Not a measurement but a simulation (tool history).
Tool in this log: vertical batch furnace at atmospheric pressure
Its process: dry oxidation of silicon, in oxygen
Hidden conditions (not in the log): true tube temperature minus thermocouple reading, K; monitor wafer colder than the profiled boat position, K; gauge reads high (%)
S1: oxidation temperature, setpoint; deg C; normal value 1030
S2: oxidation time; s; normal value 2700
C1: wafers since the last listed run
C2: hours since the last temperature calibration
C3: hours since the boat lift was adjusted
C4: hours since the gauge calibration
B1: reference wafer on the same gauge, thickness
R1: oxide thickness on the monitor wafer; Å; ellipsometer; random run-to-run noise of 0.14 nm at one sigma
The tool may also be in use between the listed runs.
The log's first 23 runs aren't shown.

{"run": 24, "hour": 1594.3, "S1": 1030, "S2": 3210, "C1": 851, "C2": 1550.1, "C3": 322.1, "C4": 199.9, "B1": 45.69, "R1": 553.8}
{"run": 25, "hour": 1652.4, "S1": 1030, "S2": 2700, "C1": 548, "C2": 1608.2, "C3": 380.2, "C4": 258.0, "B1": 45.69, "R1": 492.7}
{"run": 26, "hour": 1752.5, "S1": 1007, "S2": 1530, "C1": 945, "C2": 1708.3, "C3": 480.3, "C4": 358.1, "B1": 45.76, "R1": 286.6}
{"hour": 1837.0, "done": "thermocouples replaced and temperature profile calibrated"}
{"run": 27, "hour": 1837.5, "S1": 1030, "S2": 2700, "C1": 576, "C2": 0.5, "C3": 565.3, "C4": 443.1, "B1": 45.78, "R1": 496.1}
{"run": 28, "hour": 1928.1, "S1": 1030, "S2": 2700, "C1": 855, "C2": 91.1, "C3": 655.9, "C4": 533.7, "B1": 45.85, "R1": 494.3}
{"run": 29, "hour": 2023.8, "S1": 1041, "S2": 1710, "C1": 903, "C2": 186.8, "C3": 751.6, "C4": 629.4, "B1": 45.87, "R1": 411.7}
{"run": 30, "hour": 2128.1, "S1": 1049, "S2": 3540, "C1": 984, "C2": 291.1, "C3": 855.9, "C4": 733.7, "B1": 45.93, "R1": 691.6}
{"run": 31, "hour": 2308.5, "S1": 1043, "S2": 3270, "C1": 1703, "C2": 471.5, "C3": 1036.3, "C4": 914.1, "B1": 45.98, "R1": 627.3}
{"run": 32, "hour": 2408.0, "S1": 1020, "S2": 1950, "C1": 939, "C2": 571.0, "C3": 1135.8, "C4": 1013.6, "B1": 46.03, "R1": 373.6}
{"run": 33, "hour": 2444.1, "S1": 1050, "S2": 2190, "C1": 340, "C2": 607.1, "C3": 1171.9, "C4": 1049.7, "B1": 46.07, "R1": 521.7}
{"run": 34, "hour": 2521.4, "S1": 1030, "S2": 2700, "C1": 730, "C2": 684.4, "C3": 1249.2, "C4": 1127.0, "B1": 46.1, "R1": 498.8}
{"run": 35, "hour": 2567.4, "S1": 1030, "S2": 2700, "C1": 434, "C2": 730.4, "C3": 1295.2, "C4": 1173.0, "B1": 46.1, "R1": 499.0}
{"run": 36, "hour": 2649.7, "S1": 1030, "S2": 3660, "C1": 777, "C2": 812.7, "C3": 1377.5, "C4": 1255.3, "B1": 46.13, "R1": 602.5}
{"run": 37, "hour": 2711.0, "S1": 1030, "S2": 2700, "C1": 578, "C2": 874.0, "C3": 1438.8, "C4": 1316.6, "B1": 46.2, "R1": 498.5}
{"run": 38, "hour": 2810.5, "S1": 1052, "S2": 2700, "C1": 939, "C2": 973.5, "C3": 1538.3, "C4": 1416.1, "B1": 46.2, "R1": 606.3}
{"run": 39, "hour": 2854.2, "S1": 1008, "S2": 2010, "C1": 412, "C2": 1017.2, "C3": 1582.0, "C4": 1459.8, "B1": 46.26, "R1": 339.3}
{"run": 40, "hour": 2922.5, "S1": 1042, "S2": 2370, "C1": 645, "C2": 1085.5, "C3": 1650.3, "C4": 1528.1, "B1": 46.28, "R1": 513.1}

What if the next run were any one of these 3? Each begins from the tool's condition after run 40:
{"run": "A", "hour": 2927.8, "S1": 1030, "S2": 3630, "C1": 50, "C2": 1090.8, "C3": 1655.6, "C4": 1533.4, "B1": "?", "R1": "?"}
{"run": "B", "hour": 2927.8, "S1": 1030, "S2": 3120, "C1": 50, "C2": 1090.8, "C3": 1655.6, "C4": 1533.4, "B1": "?", "R1": "?"}
{"run": "C", "hour": 2927.8, "S1": 1046, "S2": 3240, "C1": 50, "C2": 1090.8, "C3": 1655.6, "C4": 1533.4, "B1": "?", "R1": "?"}

run=A B1=46.25 R1=602.1
run=B B1=46.25 R1=546.2
run=C B1=46.25 R1=643.4
With no hidden state in the tool, these same runs would have given:
run=A R1=592.1
run=B R1=537.2
run=C R1=632.8

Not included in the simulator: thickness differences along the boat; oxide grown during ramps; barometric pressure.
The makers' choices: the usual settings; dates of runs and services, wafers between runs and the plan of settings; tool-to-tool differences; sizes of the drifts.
